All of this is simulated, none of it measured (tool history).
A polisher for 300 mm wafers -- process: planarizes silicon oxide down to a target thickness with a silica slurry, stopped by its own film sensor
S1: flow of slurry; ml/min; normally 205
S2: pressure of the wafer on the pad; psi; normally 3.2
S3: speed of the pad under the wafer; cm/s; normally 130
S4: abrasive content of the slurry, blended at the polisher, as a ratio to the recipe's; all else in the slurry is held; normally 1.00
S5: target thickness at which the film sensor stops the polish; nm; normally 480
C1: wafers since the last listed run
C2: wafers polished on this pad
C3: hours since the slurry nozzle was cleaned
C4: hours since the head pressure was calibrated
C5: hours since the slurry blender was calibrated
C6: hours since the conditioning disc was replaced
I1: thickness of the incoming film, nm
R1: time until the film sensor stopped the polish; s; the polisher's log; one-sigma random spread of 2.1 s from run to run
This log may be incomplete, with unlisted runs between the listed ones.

run 1 hour=0.0 | S1=205 S2=3.2 S3=130 S4=1.00 S5=480 | C1=0 C2=550 C3=31.5 C4=1180.0 C5=53.4 C6=37.2 | I1=909.1 | R1=130.4
run 2 hour=16.8 | S1=205 S2=3.2 S3=130 S4=1.00 S5=480 | C1=91 C2=642 C3=48.3 C4=1196.8 C5=70.2 C6=54.0 | I1=911.3 | R1=128.5
run 3 hour=27.1 | S1=205 S2=3.2 S3=130 S4=1.00 S5=480 | C1=56 C2=698 C3=58.6 C4=1207.1 C5=80.5 C6=64.3 | I1=915.2 | R1=135.3
run 4 hour=42.0 | S1=205 S2=3.2 S3=130 S4=1.00 S5=480 | C1=81 C2=779 C3=73.5 C4=1222.0 C5=95.4 C6=79.2 | I1=899.4 | R1=128.1
run 5 hour=54.6 | S1=160 S2=3.6 S3=86 S4=1.00 S5=480 | C1=68 C2=848 C3=86.1 C4=1234.6 C5=108.0 C6=91.8 | I1=893.4 | R1=173.5
run 6 hour=65.7 | S1=205 S2=3.2 S3=130 S4=1.00 S5=480 | C1=60 C2=908 C3=97.2 C4=1245.7 C5=119.1 C6=102.9 | I1=904.8 | R1=132.1
run 7 hour=82.4 | S1=175 S2=2.7 S3=170 S4=1.00 S5=358 | C1=90 C2=999 C3=113.9 C4=1262.4 C5=135.8 C6=119.6 | I1=908.2 | R1=161.2
-- hour=89.5 worn pad replaced by a new one, of another model than before
run 8 hour=90.3 | S1=250 S2=4.2 S3=130 S4=1.00 S5=480 | C1=21 C2=4 C3=121.8 C4=1270.3 C5=143.7 C6=127.5 | I1=908.1 | R1=111.2
run 9 hour=101.9 | S1=205 S2=3.2 S3=130 S4=1.10 S5=619 | C1=63 C2=67 C3=133.4 C4=1281.9 C5=155.3 C6=139.1 | I1=907.5 | R1=86.3
run 10 hour=113.6 | S1=205 S2=3.2 S3=130 S4=1.00 S5=480 | C1=63 C2=131 C3=145.1 C4=1293.6 C5=167.0 C6=150.8 | I1=896.7 | R1=134.8
-- hour=117.1 head pressure recalibrated
run 11 hour=128.1 | S1=205 S2=3.2 S3=130 S4=1.00 S5=374 | C1=68 C2=199 C3=159.6 C4=11.0 C5=181.5 C6=165.3 | I1=886.8 | R1=160.8
run 12 hour=140.2 | S1=205 S2=2.4 S3=100 S4=1.00 S5=480 | C1=65 C2=265 C3=171.7 C4=23.1 C5=193.6 C6=177.4 | I1=891.0 | R1=169.5
run 13 hour=154.2 | S1=205 S2=3.2 S3=130 S4=1.00 S5=480 | C1=76 C2=341 C3=185.7 C4=37.1 C5=207.6 C6=191.4 | I1=889.8 | R1=126.6
run 14 hour=161.6 | S1=150 S2=3.2 S3=130 S4=0.80 S5=353 | C1=40 C2=381 C3=193.1 C4=44.5 C5=215.0 C6=198.8 | I1=884.9 | R1=205.9
-- hour=166.8 conditioning disc replaced and pad reconditioned
run 15 hour=177.6 | S1=205 S2=3.2 S3=170 S4=1.25 S5=595 | C1=76 C2=458 C3=209.1 C4=60.5 C5=231.0 C6=10.8 | I1=909.2 | R1=76.7
run 16 hour=186.4 | S1=205 S2=4.0 S3=130 S4=1.00 S5=480 | C1=47 C2=505 C3=217.9 C4=69.3 C5=239.8 C6=19.6 | I1=901.0 | R1=119.8
run 17 hour=201.3 | S1=205 S2=3.2 S3=130 S4=1.00 S5=601 | C1=81 C2=587 C3=232.8 C4=84.2 C5=254.7 C6=34.5 | I1=904.1 | R1=97.6
run 18 hour=219.0 | S1=205 S2=3.2 S3=130 S4=1.00 S5=480 | C1=96 C2=683 C3=250.5 C4=101.9 C5=272.4 C6=52.2 | I1=888.4 | R1=132.9
run 19 hour=230.5 | S1=160 S2=2.7 S3=98 S4=1.25 S5=480 | C1=62 C2=746 C3=262.0 C4=113.4 C5=283.9 C6=63.7 | I1=904.1 | R1=169.3
run 20 hour=245.6 | S1=205 S2=3.2 S3=130 S4=1.00 S5=517 | C1=82 C2=828 C3=277.1 C4=128.5 C5=299.0 C6=78.8 | I1=887.1 | R1=117.4
run 21 hour=252.7 | S1=205 S2=3.2 S3=104 S4=1.00 S5=544 | C1=38 C2=867 C3=284.2 C4=135.6 C5=306.1 C6=85.9 | I1=897.8 | R1=129.4
run 22 hour=260.5 | S1=205 S2=3.2 S3=130 S4=1.00 S5=480 | C1=42 C2=909 C3=292.0 C4=143.4 C5=313.9 C6=93.7 | I1=900.5 | R1=138.3
run 23 hour=273.5 | S1=205 S2=3.2 S3=114 S4=1.00 S5=480 | C1=70 C2=980 C3=305.0 C4=156.4 C5=326.9 C6=106.7 | I1=890.3 | R1=148.9
run 24 hour=281.2 | S1=205 S2=3.2 S3=130 S4=1.00 S5=480 | C1=41 C2=1022 C3=312.7 C4=164.1 C5=334.6 C6=114.4 | I1=897.8 | R1=142.1
run 25 hour=291.2 | S1=170 S2=3.2 S3=102 S4=0.85 S5=591 | C1=54 C2=1076 C3=322.7 C4=174.1 C5=344.6 C6=124.4 | I1=895.7 | R1=129.8

5 ways to go on from here, each from the tool as it stands after run 25. What would each give?
run A hour=291.7 | S1=205 S2=3.2 S3=130 S4=0.85 S5=480 | C1=2 C2=1079 C3=323.2 C4=174.6 C5=345.1 C6=124.9 | I1=908.5 | R1=?
run B hour=291.7 | S1=180 S2=3.2 S3=130 S4=1.00 S5=341 | C1=2 C2=1079 C3=323.2 C4=174.6 C5=345.1 C6=124.9 | I1=908.5 | R1=?
run C hour=291.7 | S1=275 S2=2.6 S3=116 S4=1.10 S5=480 | C1=2 C2=1079 C3=323.2 C4=174.6 C5=345.1 C6=124.9 | I1=908.5 | R1=?
run D hour=291.7 | S1=230 S2=3.2 S3=106 S4=1.00 S5=602 | C1=2 C2=1079 C3=323.2 C4=174.6 C5=345.1 C6=124.9 | I1=908.5 | R1=?
run E hour=291.7 | S1=205 S2=2.4 S3=130 S4=1.00 S5=606 | C1=2 C2=1079 C3=323.2 C4=174.6 C5=345.1 C6=124.9 | I1=908.5 | R1=?

run=A R1=148.6
run=B R1=187.2
run=C R1=148.8
run=D R1=107.7
run=E R1=111.7
Stripped of hidden state, with their random variation kept, the same runs would have yielded:
run=A R1=133.1
run=B R1=169.0
run=C R1=134.9
run=D R1=97.2
run=E R1=100.9
